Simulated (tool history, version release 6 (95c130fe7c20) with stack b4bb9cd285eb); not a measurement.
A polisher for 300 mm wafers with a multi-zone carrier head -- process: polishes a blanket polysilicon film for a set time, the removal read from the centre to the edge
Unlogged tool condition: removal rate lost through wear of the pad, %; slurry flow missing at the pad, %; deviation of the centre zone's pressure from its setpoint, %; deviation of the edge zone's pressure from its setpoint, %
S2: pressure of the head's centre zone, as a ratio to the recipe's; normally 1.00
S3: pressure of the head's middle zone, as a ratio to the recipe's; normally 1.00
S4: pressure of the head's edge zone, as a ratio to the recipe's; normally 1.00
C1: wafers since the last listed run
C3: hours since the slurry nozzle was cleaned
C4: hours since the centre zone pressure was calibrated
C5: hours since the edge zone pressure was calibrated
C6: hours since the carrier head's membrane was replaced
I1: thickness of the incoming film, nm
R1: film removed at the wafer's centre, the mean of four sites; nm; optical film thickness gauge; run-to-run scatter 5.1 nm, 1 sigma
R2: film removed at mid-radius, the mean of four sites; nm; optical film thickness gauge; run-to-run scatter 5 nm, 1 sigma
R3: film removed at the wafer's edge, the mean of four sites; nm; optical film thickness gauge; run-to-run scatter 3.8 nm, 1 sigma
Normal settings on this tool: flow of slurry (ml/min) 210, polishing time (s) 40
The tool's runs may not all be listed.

{"run": 1, "hour": 0.0, "flow of slurry (ml/min)": 210, "S2": 1.0, "S3": 1.0, "S4": 1.0, "polishing time (s)": 40, "C1": 0, "wafers polished on this pad": 851, "C3": 640.0, "C4": 465.2, "C5": 477.1, "C6": 1691.5, "I1": 1415.6, "R1": 425.2, "R2": 415.7, "R3": 433.2}
{"hour": 5.4, "done": "worn pad replaced by a new one"}
{"run": 2, "hour": 7.1, "flow of slurry (ml/min)": 210, "S2": 1.0, "S3": 1.0, "S4": 1.0, "polishing time (s)": 33, "C1": 46, "wafers polished on this pad": 25, "C3": 647.1, "C4": 472.3, "C5": 484.2, "C6": 1698.6, "I1": 1394.1, "R1": 346.1, "R2": 354.2, "R3": 353.3}
{"run": 3, "hour": 13.4, "flow of slurry (ml/min)": 235, "S2": 1.0, "S3": 1.0, "S4": 0.91, "polishing time (s)": 40, "C1": 94, "wafers polished on this pad": 119, "C3": 653.4, "C4": 478.6, "C5": 490.5, "C6": 1704.9, "I1": 1375.1, "R1": 446.0, "R2": 428.4, "R3": 411.6}
{"run": 4, "hour": 27.9, "flow of slurry (ml/min)": 235, "S2": 1.0, "S3": 1.0, "S4": 0.91, "polishing time (s)": 40, "C1": 216, "wafers polished on this pad": 336, "C3": 667.9, "C4": 493.1, "C5": 505.0, "C6": 1719.4, "I1": 1431.6, "R1": 428.8, "R2": 437.0, "R3": 406.9}
{"run": 5, "hour": 38.4, "flow of slurry (ml/min)": 235, "S2": 1.0, "S3": 1.0, "S4": 0.91, "polishing time (s)": 40, "C1": 156, "wafers polished on this pad": 492, "C3": 678.4, "C4": 503.6, "C5": 515.5, "C6": 1729.9, "I1": 1403.1, "R1": 436.6, "R2": 435.0, "R3": 414.7}
{"run": 6, "hour": 47.4, "flow of slurry (ml/min)": 210, "S2": 1.0, "S3": 1.03, "S4": 1.0, "polishing time (s)": 40, "C1": 134, "wafers polished on this pad": 627, "C3": 687.4, "C4": 512.6, "C5": 524.5, "C6": 1738.9, "I1": 1399.0, "R1": 412.9, "R2": 437.0, "R3": 422.6}
{"run": 7, "hour": 55.7, "flow of slurry (ml/min)": 210, "S2": 1.0, "S3": 1.03, "S4": 1.0, "polishing time (s)": 40, "C1": 123, "wafers polished on this pad": 751, "C3": 695.7, "C4": 520.9, "C5": 532.8, "C6": 1747.2, "I1": 1393.3, "R1": 423.0, "R2": 436.3, "R3": 427.9}
{"hour": 76.3, "done": "worn pad replaced by a new one"}
{"run": 8, "hour": 93.1, "flow of slurry (ml/min)": 210, "S2": 1.0, "S3": 1.0, "S4": 1.0, "polishing time (s)": 40, "C1": 498, "wafers polished on this pad": 251, "C3": 733.1, "C4": 558.3, "C5": 570.2, "C6": 1784.6, "I1": 1396.6, "R1": 427.5, "R2": 419.5, "R3": 434.9}
{"run": 9, "hour": 102.2, "flow of slurry (ml/min)": 210, "S2": 1.0, "S3": 1.0, "S4": 1.0, "polishing time (s)": 40, "C1": 135, "wafers polished on this pad": 387, "C3": 742.2, "C4": 567.4, "C5": 579.3, "C6": 1793.7, "I1": 1411.3, "R1": 425.3, "R2": 432.7, "R3": 419.9}
{"hour": 126.2, "done": "slurry nozzle cleaned"}
{"hour": 147.1, "done": "worn pad replaced by a new one"}
{"run": 10, "hour": 150.8, "flow of slurry (ml/min)": 210, "S2": 1.0, "S3": 1.0, "S4": 1.0, "polishing time (s)": 40, "C1": 651, "wafers polished on this pad": 55, "C3": 24.6, "C4": 616.0, "C5": 627.9, "C6": 1842.3, "I1": 1398.4, "R1": 422.2, "R2": 426.8, "R3": 430.3}
{"hour": 161.4, "done": "centre zone pressure recalibrated"}
{"run": 11, "hour": 161.9, "flow of slurry (ml/min)": 210, "S2": 1.0, "S3": 1.0, "S4": 1.0, "polishing time (s)": 40, "C1": 135, "wafers polished on this pad": 190, "C3": 35.7, "C4": 0.5, "C5": 639.0, "C6": 1853.4, "I1": 1409.0, "R1": 432.5, "R2": 418.3, "R3": 425.3}
{"run": 12, "hour": 174.5, "flow of slurry (ml/min)": 210, "S2": 1.0, "S3": 1.04, "S4": 1.0, "polishing time (s)": 40, "C1": 188, "wafers polished on this pad": 379, "C3": 48.3, "C4": 13.1, "C5": 651.6, "C6": 1866.0, "I1": 1413.8, "R1": 422.7, "R2": 431.7, "R3": 427.3}
{"run": 13, "hour": 181.9, "flow of slurry (ml/min)": 170, "S2": 1.0, "S3": 1.0, "S4": 1.0, "polishing time (s)": 40, "C1": 110, "wafers polished on this pad": 489, "C3": 55.7, "C4": 20.5, "C5": 659.0, "C6": 1873.4, "I1": 1415.4, "R1": 414.1, "R2": 409.4, "R3": 416.5}
{"hour": 187.3, "done": "edge zone pressure recalibrated"}
{"hour": 194.2, "done": "carrier head's membrane replaced by a new one"}
{"run": 14, "hour": 194.7, "flow of slurry (ml/min)": 210, "S2": 1.0, "S3": 1.0, "S4": 1.11, "polishing time (s)": 27, "C1": 86, "wafers polished on this pad": 576, "C3": 68.5, "C4": 33.3, "C5": 7.4, "C6": 0.5, "I1": 1419.9, "R1": 290.1, "R2": 290.3, "R3": 305.0}
{"run": 15, "hour": 197.7, "flow of slurry (ml/min)": 210, "S2": 1.0, "S3": 1.0, "S4": 1.0, "polishing time (s)": 35, "C1": 44, "wafers polished on this pad": 621, "C3": 71.5, "C4": 36.3, "C5": 10.4, "C6": 3.5, "I1": 1391.8, "R1": 372.3, "R2": 369.2, "R3": 372.1}
{"run": 16, "hour": 214.3, "flow of slurry (ml/min)": 210, "S2": 1.0, "S3": 1.0, "S4": 1.0, "polishing time (s)": 40, "C1": 247, "wafers polished on this pad": 868, "C3": 88.1, "C4": 52.9, "C5": 27.0, "C6": 20.1, "I1": 1368.0, "R1": 428.1, "R2": 424.3, "R3": 427.9}
{"hour": 227.8, "done": "worn pad replaced by a new one"}
{"run": 17, "hour": 228.3, "flow of slurry (ml/min)": 210, "S2": 1.0, "S3": 1.0, "S4": 1.0, "polishing time (s)": 53, "C1": 149, "wafers polished on this pad": 8, "C3": 102.1, "C4": 66.9, "C5": 41.0, "C6": 34.1, "I1": 1397.8, "R1": 553.1, "R2": 565.2, "R3": 568.0}
{"run": 18, "hour": 251.2, "flow of slurry (ml/min)": 210, "S2": 1.12, "S3": 1.0, "S4": 1.0, "polishing time (s)": 35, "C1": 342, "wafers polished on this pad": 350, "C3": 125.0, "C4": 89.8, "C5": 63.9, "C6": 57.0, "I1": 1408.1, "R1": 415.3, "R2": 361.8, "R3": 375.8}
{"run": 19, "hour": 261.9, "flow of slurry (ml/min)": 210, "S2": 0.9, "S3": 1.0, "S4": 1.0, "polishing time (s)": 40, "C1": 159, "wafers polished on this pad": 509, "C3": 135.7, "C4": 100.5, "C5": 74.6, "C6": 67.7, "I1": 1378.7, "R1": 385.6, "R2": 417.2, "R3": 431.3}
{"run": 20, "hour": 272.1, "flow of slurry (ml/min)": 270, "S2": 0.95, "S3": 0.89, "S4": 1.11, "polishing time (s)": 40, "C1": 152, "wafers polished on this pad": 662, "C3": 145.9, "C4": 110.7, "C5": 84.8, "C6": 77.9, "I1": 1374.7, "R1": 413.2, "R2": 404.9, "R3": 463.9}
{"run": 21, "hour": 279.4, "flow of slurry (ml/min)": 210, "S2": 1.07, "S3": 1.0, "S4": 1.0, "polishing time (s)": 53, "C1": 109, "wafers polished on this pad": 771, "C3": 153.2, "C4": 118.0, "C5": 92.1, "C6": 85.2, "I1": 1386.1, "R1": 598.5, "R2": 560.2, "R3": 572.8}
{"hour": 288.1, "done": "worn pad replaced by a new one"}
{"run": 22, "hour": 296.1, "flow of slurry (ml/min)": 210, "S2": 1.0, "S3": 1.0, "S4": 1.0, "polishing time (s)": 40, "C1": 189, "wafers polished on this pad": 119, "C3": 169.9, "C4": 134.7, "C5": 108.8, "C6": 101.9, "I1": 1383.7, "R1": 423.4, "R2": 416.9, "R3": 431.7}
{"run": 23, "hour": 302.4, "flow of slurry (ml/min)": 210, "S2": 1.0, "S3": 0.92, "S4": 0.94, "polishing time (s)": 34, "C1": 94, "wafers polished on this pad": 213, "C3": 176.2, "C4": 141.0, "C5": 115.1, "C6": 108.2, "I1": 1409.2, "R1": 359.5, "R2": 329.6, "R3": 352.7}

State the hidden condition of the tool at each of the runs:
removal rate lost through wear of the pad, %: 0 across all the runs
slurry flow missing at the pad, %: 0 across all the runs
deviation of the centre zone's pressure from its setpoint, %: 0 across all the runs
deviation of the edge zone's pressure from its setpoint, %: 0 across all the runs
